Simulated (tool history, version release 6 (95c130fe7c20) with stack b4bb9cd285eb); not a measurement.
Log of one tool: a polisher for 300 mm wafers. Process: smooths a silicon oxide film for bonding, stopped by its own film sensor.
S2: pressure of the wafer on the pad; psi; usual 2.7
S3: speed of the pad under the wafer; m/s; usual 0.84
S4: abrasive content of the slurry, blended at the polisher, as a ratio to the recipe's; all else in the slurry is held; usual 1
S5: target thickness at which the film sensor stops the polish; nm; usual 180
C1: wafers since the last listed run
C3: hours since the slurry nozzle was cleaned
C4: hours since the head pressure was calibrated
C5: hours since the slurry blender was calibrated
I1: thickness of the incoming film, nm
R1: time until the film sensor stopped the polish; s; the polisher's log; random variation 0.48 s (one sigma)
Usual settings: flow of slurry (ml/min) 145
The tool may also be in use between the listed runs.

{"run": 1, "hour": 0.0, "flow of slurry (ml/min)": 145, "S2": 2.7, "S3": 1.04, "S4": 0.95, "S5": 180, "C1": 0, "wafers polished on this pad": 1291, "C3": 65.6, "C4": 347.9, "C5": 95.1, "I1": 221.5, "R1": 49.6}
{"run": 2, "hour": 16.9, "flow of slurry (ml/min)": 145, "S2": 2.7, "S3": 1.04, "S4": 0.95, "S5": 180, "C1": 265, "wafers polished on this pad": 1556, "C3": 82.5, "C4": 364.8, "C5": 112, "I1": 219.2, "R1": 47.1}
{"run": 3, "hour": 52.8, "flow of slurry (ml/min)": 145, "S2": 3, "S3": 0.84, "S4": 1, "S5": 180, "C1": 564, "wafers polished on this pad": 2120, "C3": 118.4, "C4": 400.7, "C5": 147.9, "I1": 217.9, "R1": 47.5}
{"hour": 55.1, "done": "head pressure recalibrated"}
{"run": 4, "hour": 72.9, "flow of slurry (ml/min)": 145, "S2": 3, "S3": 0.84, "S4": 1, "S5": 180, "C1": 284, "wafers polished on this pad": 2405, "C3": 138.5, "C4": 17.8, "C5": 168, "I1": 218.9, "R1": 45.7}
{"run": 5, "hour": 102.3, "flow of slurry (ml/min)": 145, "S2": 2.7, "S3": 0.84, "S4": 1, "S5": 180, "C1": 461, "wafers polished on this pad": 2867, "C3": 167.9, "C4": 47.2, "C5": 197.4, "I1": 220.6, "R1": 55.2}
{"run": 6, "hour": 116.6, "flow of slurry (ml/min)": 100, "S2": 2.2, "S3": 0.84, "S4": 1.15, "S5": 180, "C1": 224, "wafers polished on this pad": 3091, "C3": 182.2, "C4": 61.5, "C5": 211.7, "I1": 217.9, "R1": 62.3}
{"run": 7, "hour": 150.9, "flow of slurry (ml/min)": 125, "S2": 2.7, "S3": 0.74, "S4": 1, "S5": 180, "C1": 538, "wafers polished on this pad": 3630, "C3": 216.5, "C4": 95.8, "C5": 246, "I1": 219.3, "R1": 61.1}
{"hour": 181.9, "done": "slurry blender recalibrated"}
{"hour": 183.3, "done": "worn pad replaced by a new one"}
{"run": 8, "hour": 214.9, "flow of slurry (ml/min)": 145, "S2": 2.7, "S3": 0.84, "S4": 1, "S5": 180, "C1": 951, "wafers polished on this pad": 496, "C3": 280.5, "C4": 159.8, "C5": 33, "I1": 224.2, "R1": 60.8}
{"run": 9, "hour": 231.1, "flow of slurry (ml/min)": 145, "S2": 3.4, "S3": 0.84, "S4": 1, "S5": 180, "C1": 254, "wafers polished on this pad": 750, "C3": 296.7, "C4": 176, "C5": 49.2, "I1": 221.8, "R1": 45.4}
{"run": 10, "hour": 262.7, "flow of slurry (ml/min)": 110, "S2": 2.7, "S3": 1.06, "S4": 1, "S5": 180, "C1": 496, "wafers polished on this pad": 1247, "C3": 328.3, "C4": 207.6, "C5": 80.8, "I1": 222.4, "R1": 51.3}
{"run": 11, "hour": 294.9, "flow of slurry (ml/min)": 145, "S2": 2.7, "S3": 0.84, "S4": 1, "S5": 180, "C1": 505, "wafers polished on this pad": 1753, "C3": 360.5, "C4": 239.8, "C5": 113, "I1": 224.1, "R1": 61.6}
{"run": 12, "hour": 309.5, "flow of slurry (ml/min)": 165, "S2": 2.7, "S3": 0.84, "S4": 1, "S5": 172, "C1": 229, "wafers polished on this pad": 1982, "C3": 375.1, "C4": 254.4, "C5": 127.6, "I1": 215.1, "R1": 59.1}
{"run": 13, "hour": 322.6, "flow of slurry (ml/min)": 145, "S2": 3, "S3": 1.12, "S4": 1, "S5": 180, "C1": 205, "wafers polished on this pad": 2188, "C3": 388.2, "C4": 267.5, "C5": 140.7, "I1": 221.8, "R1": 42.5}
{"run": 14, "hour": 338.5, "flow of slurry (ml/min)": 145, "S2": 2.7, "S3": 0.84, "S4": 1, "S5": 180, "C1": 249, "wafers polished on this pad": 2438, "C3": 404.1, "C4": 283.4, "C5": 156.6, "I1": 219.8, "R1": 56.5}
{"run": 15, "hour": 374.3, "flow of slurry (ml/min)": 145, "S2": 2.7, "S3": 0.84, "S4": 1, "S5": 180, "C1": 562, "wafers polished on this pad": 3000, "C3": 439.9, "C4": 319.2, "C5": 192.4, "I1": 217.4, "R1": 51.9}
{"hour": 388.5, "done": "slurry nozzle cleaned"}
{"run": 16, "hour": 389.0, "flow of slurry (ml/min)": 145, "S2": 2.7, "S3": 0.96, "S4": 1, "S5": 191, "C1": 215, "wafers polished on this pad": 3215, "C3": 0.5, "C4": 333.9, "C5": 207.1, "I1": 223.9, "R1": 41.5}
{"run": 17, "hour": 411.1, "flow of slurry (ml/min)": 170, "S2": 3.2, "S3": 0.98, "S4": 1, "S5": 167, "C1": 347, "wafers polished on this pad": 3563, "C3": 22.6, "C4": 356, "C5": 229.2, "I1": 215.5, "R1": 50.5}
{"run": 18, "hour": 425.8, "flow of slurry (ml/min)": 145, "S2": 3.3, "S3": 0.84, "S4": 1, "S5": 180, "C1": 230, "wafers polished on this pad": 3794, "C3": 37.3, "C4": 370.7, "C5": 243.9, "I1": 218.7, "R1": 44.2}
{"run": 19, "hour": 454.8, "flow of slurry (ml/min)": 145, "S2": 2.7, "S3": 0.62, "S4": 0.85, "S5": 180, "C1": 455, "wafers polished on this pad": 4249, "C3": 66.3, "C4": 399.7, "C5": 272.9, "I1": 224, "R1": 85.6}
{"run": 20, "hour": 468.6, "flow of slurry (ml/min)": 145, "S2": 2.7, "S3": 0.84, "S4": 1, "S5": 180, "C1": 216, "wafers polished on this pad": 4466, "C3": 80.1, "C4": 413.5, "C5": 286.7, "I1": 222.2, "R1": 58.7}
{"hour": 471.1, "done": "slurry blender recalibrated"}
{"run": 21, "hour": 489.4, "flow of slurry (ml/min)": 160, "S2": 3.4, "S3": 0.76, "S4": 0.75, "S5": 180, "C1": 295, "wafers polished on this pad": 4762, "C3": 100.9, "C4": 434.3, "C5": 18.3, "I1": 217.6, "R1": 50.6}
{"hour": 501.1, "done": "worn pad replaced by a new one"}
{"hour": 506.8, "done": "head pressure recalibrated"}
{"run": 22, "hour": 545.6, "flow of slurry (ml/min)": 145, "S2": 2.7, "S3": 0.84, "S4": 1, "S5": 180, "C1": 788, "wafers polished on this pad": 668, "C3": 157.1, "C4": 38.8, "C5": 74.5, "I1": 222.1, "R1": 56.4}
{"run": 23, "hour": 566.4, "flow of slurry (ml/min)": 145, "S2": 2.7, "S3": 0.84, "S4": 1, "S5": 180, "C1": 326, "wafers polished on this pad": 995, "C3": 177.9, "C4": 59.6, "C5": 95.3, "I1": 220.8, "R1": 55.8}
{"run": 24, "hour": 603.9, "flow of slurry (ml/min)": 130, "S2": 2.7, "S3": 0.84, "S4": 1.25, "S5": 180, "C1": 589, "wafers polished on this pad": 1584, "C3": 215.4, "C4": 97.1, "C5": 132.8, "I1": 223, "R1": 54.6}
{"run": 25, "hour": 625.3, "flow of slurry (ml/min)": 185, "S2": 2.7, "S3": 0.84, "S4": 1, "S5": 180, "C1": 336, "wafers polished on this pad": 1920, "C3": 236.8, "C4": 118.5, "C5": 154.2, "I1": 219.6, "R1": 52.2}
{"run": 26, "hour": 639.8, "flow of slurry (ml/min)": 145, "S2": 2.7, "S3": 0.84, "S4": 1, "S5": 180, "C1": 227, "wafers polished on this pad": 2148, "C3": 251.3, "C4": 133, "C5": 168.7, "I1": 218, "R1": 51.9}
{"run": 27, "hour": 659.6, "flow of slurry (ml/min)": 145, "S2": 2.7, "S3": 0.84, "S4": 0.8, "S5": 170, "C1": 311, "wafers polished on this pad": 2459, "C3": 271.1, "C4": 152.8, "C5": 188.5, "I1": 223.7, "R1": 81.4}
{"run": 28, "hour": 744.7, "flow of slurry (ml/min)": 145, "S2": 2.7, "S3": 0.92, "S4": 0.85, "S5": 190, "C1": 1337, "wafers polished on this pad": 3796, "C3": 356.2, "C4": 237.9, "C5": 273.6, "I1": 220.8, "R1": 42.4}
{"hour": 763.7, "done": "slurry nozzle cleaned"}
{"hour": 770.5, "done": "slurry blender recalibrated"}
{"hour": 807.3, "done": "worn pad replaced by a new one"}
{"run": 29, "hour": 820.2, "flow of slurry (ml/min)": 145, "S2": 2.7, "S3": 0.84, "S4": 1, "S5": 180, "C1": 1076, "wafers polished on this pad": 202, "C3": 56.5, "C4": 313.4, "C5": 49.7, "I1": 225.2, "R1": 63.2}

Forecast each of these 5 alternatives for the next run:
{"run": "A", "hour": 820.6, "flow of slurry (ml/min)": 145, "S2": 2.7, "S3": 0.84, "S4": 1, "S5": 169, "C1": 6, "wafers polished on this pad": 209, "C3": 56.9, "C4": 313.8, "C5": 50.1, "I1": 222.3, "R1": "?"}
{"run": "B", "hour": 820.6, "flow of slurry (ml/min)": 110, "S2": 3.4, "S3": 0.84, "S4": 1, "S5": 180, "C1": 6, "wafers polished on this pad": 209, "C3": 56.9, "C4": 313.8, "C5": 50.1, "I1": 222.3, "R1": "?"}
{"run": "C", "hour": 820.6, "flow of slurry (ml/min)": 170, "S2": 2.7, "S3": 0.84, "S4": 1, "S5": 180, "C1": 6, "wafers polished on this pad": 209, "C3": 56.9, "C4": 313.8, "C5": 50.1, "I1": 222.3, "R1": "?"}
{"run": "D", "hour": 820.6, "flow of slurry (ml/min)": 145, "S2": 3.2, "S3": 0.84, "S4": 1, "S5": 174, "C1": 6, "wafers polished on this pad": 209, "C3": 56.9, "C4": 313.8, "C5": 50.1, "I1": 222.3, "R1": "?"}
{"run": "E", "hour": 820.6, "flow of slurry (ml/min)": 145, "S2": 2.5, "S3": 1.04, "S4": 1.15, "S5": 184, "C1": 6, "wafers polished on this pad": 209, "C3": 56.9, "C4": 313.8, "C5": 50.1, "I1": 222.3, "R1": "?"}

run=A R1=73.7
run=B R1=48.7
run=C R1=57.1
run=D R1=56.3
run=E R1=45.6
Without the tool's hidden state the same runs would have given:
run=A R1=68.1
run=B R1=45
run=C R1=52.8
run=D R1=52.1
run=E R1=42.1

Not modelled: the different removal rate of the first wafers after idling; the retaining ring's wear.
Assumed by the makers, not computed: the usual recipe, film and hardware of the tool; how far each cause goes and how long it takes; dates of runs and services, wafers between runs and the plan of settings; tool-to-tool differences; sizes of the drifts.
